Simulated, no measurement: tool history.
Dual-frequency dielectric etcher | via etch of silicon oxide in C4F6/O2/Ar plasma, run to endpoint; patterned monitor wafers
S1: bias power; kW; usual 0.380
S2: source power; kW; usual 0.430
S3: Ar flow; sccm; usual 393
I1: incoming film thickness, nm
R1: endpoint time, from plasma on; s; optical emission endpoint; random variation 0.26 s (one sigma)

run,day,S1,S2,S3,I1,R1
1,0.000,0.380,0.430,316,154.0,42.3
2,0.642,0.380,0.430,316,153.7,41.7
3,1.221,0.347,0.430,393,153.8,45.0
4,1.604,0.380,0.470,393,151.9,40.9
5,2.500,0.445,0.430,393,153.5,39.9
6,3.667,0.380,0.430,393,152.3,42.8
7,3.779,0.380,0.430,393,153.8,43.0
8,4.242,0.380,0.430,393,153.5,43.3
9,4.496,0.446,0.430,393,155.0,40.2
10,4.958,0.446,0.430,393,154.5,40.0
11,5.367,0.446,0.430,393,152.1,39.3
12,5.875,0.380,0.430,393,153.8,43.0
13,6.458,0.305,0.390,464,154.6,52.5
14,6.746,0.380,0.490,393,153.7,40.8
15,8.346,0.331,0.430,393,153.8,47.0
16,8.358,0.380,0.360,303,153.0,46.7
17,8.371,0.380,0.430,393,154.4,43.1
18,10.017,0.380,0.390,393,152.7,46.1
19,10.596,0.380,0.430,393,152.5,42.6
20,10.946,0.328,0.430,393,154.0,46.8
21,11.533,0.380,0.430,393,154.0,43.3
22,12.258,0.446,0.430,393,153.6,39.9
23,12.742,0.424,0.460,480,152.3,40.0
24,13.462,0.380,0.390,334,153.5,44.2
25,13.783,0.380,0.530,343,152.6,37.6
26,14.483,0.416,0.540,362,151.8,35.8
27,14.846,0.380,0.430,393,153.5,42.7
28,15.158,0.460,0.490,477,155.7,38.0
29,15.675,0.472,0.480,455,154.0,37.1
30,16.329,0.288,0.350,490,154.7,59.3

Taken out of this log: 5 entries between the listed runs. Where each belongs, and how the hidden state differs across it:
Between runs 5 and 6: bias power generator calibrated (day 3.288); wet clean of the chamber (day 3.646)
  no hidden state differs between the two runs
Between runs 10 and 11: source power generator calibrated (day 5.308)
  no hidden state differs between the two runs
Between runs 14 and 15: upper electrode replaced (day 8.325)
  no hidden state differs between the two runs
Between runs 17 and 18: Ar flow controller replaced (day 8.883)
  no hidden state differs between the two runs

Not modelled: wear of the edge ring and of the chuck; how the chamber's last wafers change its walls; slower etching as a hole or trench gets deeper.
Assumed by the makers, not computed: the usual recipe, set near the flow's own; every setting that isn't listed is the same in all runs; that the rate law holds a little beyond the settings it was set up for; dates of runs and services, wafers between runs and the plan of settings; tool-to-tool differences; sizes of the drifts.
